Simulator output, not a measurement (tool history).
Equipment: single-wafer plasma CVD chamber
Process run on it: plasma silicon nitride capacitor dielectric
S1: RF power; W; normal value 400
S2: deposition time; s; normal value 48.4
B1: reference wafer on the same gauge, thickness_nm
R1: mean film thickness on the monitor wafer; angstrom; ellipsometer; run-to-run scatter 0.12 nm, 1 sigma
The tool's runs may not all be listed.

run,hour,S1,S2,B1,R1
1,0,400,48.4,62.205,618.72
2,9.2,400,48.4,62.178,618.96
3,25.9,400,48.4,62.169,618.79
4,41.8,400,48.4,62.226,619.91
5,50.7,400,48.4,62.186,615.8
6,63.3,400,48.4,62.193,615.6
7,77.1,370,54.5,62.208,674.92
8,87,370,54.5,62.24,674.47
9,96,400,48.4,62.227,616.09
10,102.6,400,48.4,62.195,614.94
11,111,400,48.4,62.226,616.1
12,127.8,400,48.4,62.21,615.52
# hour 133.6: gauge calibrated
13,135,400,48.4,62.19,612.45
14,150.7,400,48.4,62.223,613.31
15,164.9,360,41.5,62.208,509.04
16,172.7,400,48.4,62.181,614.48
# hour 188.6: RF generator calibrated
17,211,400,48.4,62.236,601.87
18,217.4,400,48.4,62.205,604.28
19,229.7,470,48.4,62.197,639.05
20,250,435,55.3,62.197,710.49
# hour 264.6: showerhead replaced
21,279.3,450,39.2,62.202,507.79
# hour 289.1: RF generator calibrated, repeated, since the last time left the tool worse
22,289.6,330,42.2,62.188,509.84
23,341.6,400,54.6,62.19,705.25
24,356.2,470,45.2,62.215,615.99
25,366.9,400,48.4,62.239,624.88
26,373.4,400,48.4,62.145,626.02
27,398.6,400,40.3,62.21,520.82
28,410.8,355,45.4,62.205,563.42
29,419.3,350,56.5,62.19,696.92
30,430.5,475,42.2,62.236,577.84

4 ways to go on from here, each from the tool as it stands after run 30. What would each give?
A,430.9,400,48.4,?,?
B,430.9,355,42.8,?,?
C,430.9,475,48.4,?,?
D,430.9,445,57.5,?,?

run,B1,R1
A,62.222,627.67
B,62.222,532.01
C,62.222,666.19
D,62.222,773.9
Without the tool's hidden state the same runs would have given:
run,R1
A,628.76
B,532.93
C,667.34
D,775.23

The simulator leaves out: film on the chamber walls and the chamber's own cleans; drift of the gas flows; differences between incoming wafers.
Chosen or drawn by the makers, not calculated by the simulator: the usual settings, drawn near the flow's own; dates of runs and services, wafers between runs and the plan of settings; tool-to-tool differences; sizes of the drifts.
